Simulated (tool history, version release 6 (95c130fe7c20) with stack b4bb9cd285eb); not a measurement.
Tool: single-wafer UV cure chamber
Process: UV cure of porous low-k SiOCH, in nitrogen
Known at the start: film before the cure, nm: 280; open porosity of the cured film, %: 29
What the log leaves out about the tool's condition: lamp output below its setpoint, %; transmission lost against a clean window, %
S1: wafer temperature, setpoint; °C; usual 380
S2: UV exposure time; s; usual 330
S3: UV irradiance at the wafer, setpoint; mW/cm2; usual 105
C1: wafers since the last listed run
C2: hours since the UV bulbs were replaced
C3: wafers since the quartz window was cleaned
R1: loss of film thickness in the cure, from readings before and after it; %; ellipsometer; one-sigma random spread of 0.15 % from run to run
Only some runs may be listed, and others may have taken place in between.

{"run": 1, "hour": 0.0, "S1": 380, "S2": 330, "S3": 130, "C1": 0, "C2": 1650.3, "C3": 1831, "R1": 16}
{"run": 2, "hour": 16.8, "S1": 380, "S2": 255, "S3": 89, "C1": 118, "C2": 1667.1, "C3": 1950, "R1": 12.473}
{"run": 3, "hour": 42.3, "S1": 380, "S2": 255, "S3": 89, "C1": 180, "C2": 1692.6, "C3": 2130, "R1": 12.974}
{"run": 4, "hour": 55.2, "S1": 380, "S2": 330, "S3": 105, "C1": 91, "C2": 1705.5, "C3": 2222, "R1": 14.92}
{"run": 5, "hour": 90.5, "S1": 380, "S2": 330, "S3": 105, "C1": 250, "C2": 1740.8, "C3": 2472, "R1": 14.547}
{"run": 6, "hour": 108.0, "S1": 380, "S2": 330, "S3": 105, "C1": 123, "C2": 1758.3, "C3": 2596, "R1": 14.563}
{"run": 7, "hour": 127.2, "S1": 380, "S2": 330, "S3": 105, "C1": 135, "C2": 1777.5, "C3": 2732, "R1": 14.434}
{"run": 8, "hour": 158.4, "S1": 380, "S2": 330, "S3": 105, "C1": 220, "C2": 1808.7, "C3": 2953, "R1": 14.682}
{"run": 9, "hour": 176.8, "S1": 380, "S2": 330, "S3": 105, "C1": 130, "C2": 1827.1, "C3": 3083, "R1": 14.495}
{"run": 10, "hour": 192.9, "S1": 380, "S2": 330, "S3": 105, "C1": 114, "C2": 1843.2, "C3": 3197, "R1": 14.675}
{"run": 11, "hour": 217.8, "S1": 380, "S2": 330, "S3": 105, "C1": 176, "C2": 1868.1, "C3": 3373, "R1": 14.161}
{"run": 12, "hour": 252.2, "S1": 380, "S2": 330, "S3": 105, "C1": 243, "C2": 1902.5, "C3": 3617, "R1": 14.054}
{"run": 13, "hour": 268.4, "S1": 380, "S2": 330, "S3": 105, "C1": 114, "C2": 1918.7, "C3": 3732, "R1": 14.109}
{"run": 14, "hour": 290.2, "S1": 380, "S2": 330, "S3": 105, "C1": 154, "C2": 1940.5, "C3": 3886, "R1": 13.86}
{"run": 15, "hour": 318.5, "S1": 380, "S2": 330, "S3": 105, "C1": 200, "C2": 1968.8, "C3": 4087, "R1": 13.892}
{"run": 16, "hour": 334.0, "S1": 380, "S2": 330, "S3": 105, "C1": 109, "C2": 1984.3, "C3": 4196, "R1": 13.692}
{"hour": 355.7, "done": "quartz window cleaned"}
{"run": 17, "hour": 365.5, "S1": 380, "S2": 330, "S3": 105, "C1": 166, "C2": 2015.8, "C3": 69, "R1": 15.054}
{"run": 18, "hour": 387.1, "S1": 380, "S2": 330, "S3": 105, "C1": 152, "C2": 2037.4, "C3": 222, "R1": 15.084}
{"run": 19, "hour": 401.8, "S1": 380, "S2": 330, "S3": 105, "C1": 104, "C2": 2052.1, "C3": 326, "R1": 15.214}
{"run": 20, "hour": 431.1, "S1": 380, "S2": 330, "S3": 105, "C1": 207, "C2": 2081.4, "C3": 534, "R1": 15.169}
{"run": 21, "hour": 445.6, "S1": 380, "S2": 330, "S3": 105, "C1": 102, "C2": 2095.9, "C3": 637, "R1": 15.199}
{"run": 22, "hour": 474.2, "S1": 380, "S2": 330, "S3": 105, "C1": 202, "C2": 2124.5, "C3": 839, "R1": 15.249}
{"hour": 487.7, "done": "UV bulbs replaced"}
{"run": 23, "hour": 490.6, "S1": 380, "S2": 330, "S3": 105, "C1": 59, "C2": 2.9, "C3": 899, "R1": 15.31}
{"run": 24, "hour": 505.1, "S1": 380, "S2": 330, "S3": 105, "C1": 102, "C2": 17.4, "C3": 1001, "R1": 14.97}
{"run": 25, "hour": 526.1, "S1": 380, "S2": 330, "S3": 105, "C1": 148, "C2": 38.4, "C3": 1150, "R1": 14.796}
{"run": 26, "hour": 541.1, "S1": 399, "S2": 330, "S3": 137, "C1": 106, "C2": 53.4, "C3": 1256, "R1": 16.856}
{"run": 27, "hour": 553.8, "S1": 372, "S2": 175, "S3": 128, "C1": 89, "C2": 66.1, "C3": 1346, "R1": 12.674}
{"run": 28, "hour": 586.1, "S1": 386, "S2": 225, "S3": 105, "C1": 228, "C2": 98.4, "C3": 1575, "R1": 13.307}
{"run": 29, "hour": 615.4, "S1": 398, "S2": 410, "S3": 139, "C1": 207, "C2": 127.7, "C3": 1783, "R1": 17.845}
{"run": 30, "hour": 639.4, "S1": 397, "S2": 200, "S3": 116, "C1": 169, "C2": 151.7, "C3": 1953, "R1": 13.204}
{"run": 31, "hour": 707.8, "S1": 380, "S2": 525, "S3": 105, "C1": 484, "C2": 220.1, "C3": 2437, "R1": 16.923}
{"run": 32, "hour": 737.8, "S1": 388, "S2": 135, "S3": 81, "C1": 212, "C2": 250.1, "C3": 2650, "R1": 9.231}
{"run": 33, "hour": 771.0, "S1": 396, "S2": 330, "S3": 105, "C1": 235, "C2": 283.3, "C3": 2885, "R1": 14.594}
{"run": 34, "hour": 786.0, "S1": 380, "S2": 165, "S3": 105, "C1": 106, "C2": 298.3, "C3": 2991, "R1": 10.962}
{"run": 35, "hour": 805.7, "S1": 380, "S2": 330, "S3": 105, "C1": 139, "C2": 318, "C3": 3131, "R1": 14.477}
{"run": 36, "hour": 838.3, "S1": 386, "S2": 500, "S3": 68, "C1": 230, "C2": 350.6, "C3": 3362, "R1": 14.19}
{"hour": 853.7, "done": "quartz window cleaned"}
{"run": 37, "hour": 854.2, "S1": 380, "S2": 470, "S3": 105, "C1": 55, "C2": 366.5, "C3": 3, "R1": 16.676}
{"run": 38, "hour": 870.1, "S1": 398, "S2": 330, "S3": 123, "C1": 112, "C2": 382.4, "C3": 116, "R1": 16.445}
{"run": 39, "hour": 885.7, "S1": 397, "S2": 385, "S3": 105, "C1": 110, "C2": 398, "C3": 226, "R1": 16.341}
{"run": 40, "hour": 898.8, "S1": 380, "S2": 420, "S3": 105, "C1": 92, "C2": 411.1, "C3": 319, "R1": 16.14}
{"run": 41, "hour": 931.3, "S1": 380, "S2": 420, "S3": 68, "C1": 230, "C2": 443.6, "C3": 549, "R1": 13.863}
{"run": 42, "hour": 945.7, "S1": 400, "S2": 480, "S3": 105, "C1": 101, "C2": 458, "C3": 651, "R1": 17.529}
{"run": 43, "hour": 969.3, "S1": 380, "S2": 330, "S3": 105, "C1": 167, "C2": 481.6, "C3": 819, "R1": 15.183}
{"run": 44, "hour": 982.1, "S1": 380, "S2": 330, "S3": 105, "C1": 90, "C2": 494.4, "C3": 909, "R1": 15.418}
{"run": 45, "hour": 998.6, "S1": 380, "S2": 465, "S3": 143, "C1": 116, "C2": 510.9, "C3": 1026, "R1": 18.366}
{"run": 46, "hour": 1032.4, "S1": 397, "S2": 330, "S3": 105, "C1": 239, "C2": 544.7, "C3": 1265, "R1": 15.488}
{"run": 47, "hour": 1061.0, "S1": 392, "S2": 190, "S3": 105, "C1": 202, "C2": 573.3, "C3": 1468, "R1": 12.432}
{"run": 48, "hour": 1077.2, "S1": 380, "S2": 330, "S3": 105, "C1": 114, "C2": 589.5, "C3": 1583, "R1": 14.764}
{"run": 49, "hour": 1093.2, "S1": 380, "S2": 225, "S3": 105, "C1": 113, "C2": 605.5, "C3": 1696, "R1": 13.061}

Consider 5 possible next runs. They are alternatives, not a sequence: every one starts from the tool as it was left by run 49. What does each give?
{"run": "A", "hour": 1093.7, "S1": 388, "S2": 330, "S3": 105, "C1": 3, "C2": 606, "C3": 1700, "R1": "?"}
{"run": "B", "hour": 1093.7, "S1": 389, "S2": 255, "S3": 119, "C1": 3, "C2": 606, "C3": 1700, "R1": "?"}
{"run": "C", "hour": 1093.7, "S1": 368, "S2": 390, "S3": 94, "C1": 3, "C2": 606, "C3": 1700, "R1": "?"}
{"run": "D", "hour": 1093.7, "S1": 380, "S2": 395, "S3": 71, "C1": 3, "C2": 606, "C3": 1700, "R1": "?"}
{"run": "E", "hour": 1093.7, "S1": 391, "S2": 400, "S3": 121, "C1": 3, "C2": 606, "C3": 1700, "R1": "?"}

run=A R1=14.986
run=B R1=14.342
run=C R1=14.857
run=D R1=13.771
run=E R1=16.745
Take away the tool's hidden state, keep each run's random variation, and the runs would have read:
run=A R1=15.253
run=B R1=14.605
run=C R1=15.123
run=D R1=14.032
run=E R1=17.015

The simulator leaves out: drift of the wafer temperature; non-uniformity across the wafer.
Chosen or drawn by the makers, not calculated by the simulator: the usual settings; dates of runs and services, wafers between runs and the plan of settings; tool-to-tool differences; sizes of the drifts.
